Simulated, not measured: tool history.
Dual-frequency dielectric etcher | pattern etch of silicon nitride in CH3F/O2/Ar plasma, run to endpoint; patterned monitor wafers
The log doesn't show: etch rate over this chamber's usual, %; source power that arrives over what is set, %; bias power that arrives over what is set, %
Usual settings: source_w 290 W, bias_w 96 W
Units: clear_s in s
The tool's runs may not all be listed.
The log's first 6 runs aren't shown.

| run | hour | source_w | bias_w | wafers since the last listed run | hours since the last wet clean | hours since the last source power generator calibration | hours since the last bias power generator calibration | hours since the last upper electrode change | incoming incoming film thickness, nm | clear_s |
|---|---|---|---|---|---|---|---|---|---|---|
| 7 | 275.8 | 290 | 96 | 654 | 282.4 | 3075.2 | 5235.3 | 4306.5 | 44.53 | 67.6 |
| 8 | 337.4 | 290 | 96 | 589 | 344 | 3136.8 | 5296.9 | 4368.1 | 44.99 | 68.2 |
| 9 | 414 | 290 | 96 | 732 | 420.6 | 3213.4 | 5373.5 | 4444.7 | 44.03 | 66.3 |
|  | 455.7 | wet clean of the chamber |
| 10 | 459.4 | 310 | 89 | 204 | 3.7 | 3258.8 | 5418.9 | 4490.1 | 44.4 | 68.2 |
| 11 | 524.8 | 310 | 89 | 625 | 69.1 | 3324.2 | 5484.3 | 4555.5 | 44.83 | 68.7 |
|  | 567.2 | bias power generator calibrated |
| 12 | 569.5 | 290 | 96 | 389 | 113.8 | 3368.9 | 2.3 | 4600.2 | 44.77 | 67.7 |
| 13 | 600.7 | 290 | 96 | 298 | 145 | 3400.1 | 33.5 | 4631.4 | 44.51 | 68 |
| 14 | 647.1 | 290 | 96 | 443 | 191.4 | 3446.5 | 79.9 | 4677.8 | 44.78 | 68.3 |
| 15 | 684.7 | 290 | 96 | 359 | 229 | 3484.1 | 117.5 | 4715.4 | 44.71 | 67.8 |
| 16 | 748.3 | 290 | 96 | 608 | 292.6 | 3547.7 | 181.1 | 4779 | 44.78 | 67.7 |
|  | 778 | source power generator calibrated |
| 17 | 798.8 | 290 | 96 | 444 | 343.1 | 20.8 | 231.6 | 4829.5 | 44.19 | 64.8 |
| 18 | 826.4 | 270 | 79 | 264 | 370.7 | 48.4 | 259.2 | 4857.1 | 44.6 | 75.3 |
| 19 | 883.3 | 290 | 96 | 544 | 427.6 | 105.3 | 316.1 | 4914 | 44.52 | 64.7 |
| 20 | 946.4 | 350 | 85 | 603 | 490.7 | 168.4 | 379.2 | 4977.1 | 45.01 | 62.8 |
|  | 1016.5 | wet clean of the chamber |
| 21 | 1017.6 | 240 | 81 | 451 | 1.1 | 239.6 | 450.4 | 5048.3 | 44.61 | 81.9 |
| 22 | 1050.2 | 290 | 96 | 311 | 33.7 | 272.2 | 483 | 5080.9 | 44.47 | 65.7 |
| 23 | 1098.2 | 320 | 75 | 459 | 81.7 | 320.2 | 531 | 5128.9 | 44.55 | 70.7 |
|  | 1138.4 | upper electrode replaced |
| 24 | 1138.9 | 310 | 73 | 159 | 122.4 | 360.9 | 571.7 | 0.5 | 44.85 | 73.8 |

Run 25 comes next. What will it give?
| 25 | 1165.8 | 290 | 96 | 257 | 149.3 | 387.8 | 598.6 | 27.4 | 44.61 | ? |

Run 25 gave clear_s 66 s.
Without the tool's hidden state the same run would have given clear_s 65.8 s.
